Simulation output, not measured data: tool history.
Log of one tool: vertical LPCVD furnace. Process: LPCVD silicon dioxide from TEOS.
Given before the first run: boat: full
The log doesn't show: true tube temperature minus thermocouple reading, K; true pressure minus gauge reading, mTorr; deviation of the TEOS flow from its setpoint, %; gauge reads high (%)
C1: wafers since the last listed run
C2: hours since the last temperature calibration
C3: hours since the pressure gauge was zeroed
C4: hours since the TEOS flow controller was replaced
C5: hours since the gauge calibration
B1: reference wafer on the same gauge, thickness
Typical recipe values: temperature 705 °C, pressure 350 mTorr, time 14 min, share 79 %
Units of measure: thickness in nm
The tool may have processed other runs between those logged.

Run 1, day 0: usual settings; C1 0; C2 1371.2; C3 2758.4; C4 5123.1; C5 161.2; B1 155.95. Result: thickness 137.63 nm.
Run 2, day 2.717: usual settings; C1 841; C2 1436.4; C3 2823.6; C4 5188.3; C5 226.4; B1 155.86. Result: thickness 138.56 nm.
Run 3, day 4.204: usual settings; C1 460; C2 1472.1; C3 2859.3; C4 5224; C5 262.1; B1 156.14. Result: thickness 139.91 nm.
Run 4, day 6.383: usual settings but share 76 %; C1 674; C2 1524.4; C3 2911.6; C4 5276.3; C5 314.4; B1 156.53. Result: thickness 136.66 nm.
Run 5, day 7.512: usual settings; C1 349; C2 1551.5; C3 2938.7; C4 5303.4; C5 341.5; B1 155.97. Result: thickness 139.5 nm.
Run 6, day 10.508: usual settings; C1 927; C2 1623.4; C3 3010.6; C4 5375.3; C5 413.4; B1 156.22. Result: thickness 139.97 nm.
At day 10.517: gauge calibrated.
Run 7, day 13.45: usual settings; C1 910; C2 1694; C3 3081.2; C4 5445.9; C5 70.4; B1 156.1. Result: thickness 138.74 nm.
Run 8, day 15.954: usual settings; C1 775; C2 1754.1; C3 3141.3; C4 5506; C5 130.5; B1 156.07. Result: thickness 140.13 nm.

Expected results for the next run?
Run 9, day 18.404: usual settings but temperature 696 °C, pressure 305 mTorr, time 16.5 min, share 83 %; C1 758; C2 1812.9; C3 3200.1; C4 5564.8; C5 189.3; B1 ?. Result: thickness ?.

Run 9 came out at B1 155.75, thickness 127.61 nm.
Without the tool's hidden state the same run would have given thickness 127.61 nm.

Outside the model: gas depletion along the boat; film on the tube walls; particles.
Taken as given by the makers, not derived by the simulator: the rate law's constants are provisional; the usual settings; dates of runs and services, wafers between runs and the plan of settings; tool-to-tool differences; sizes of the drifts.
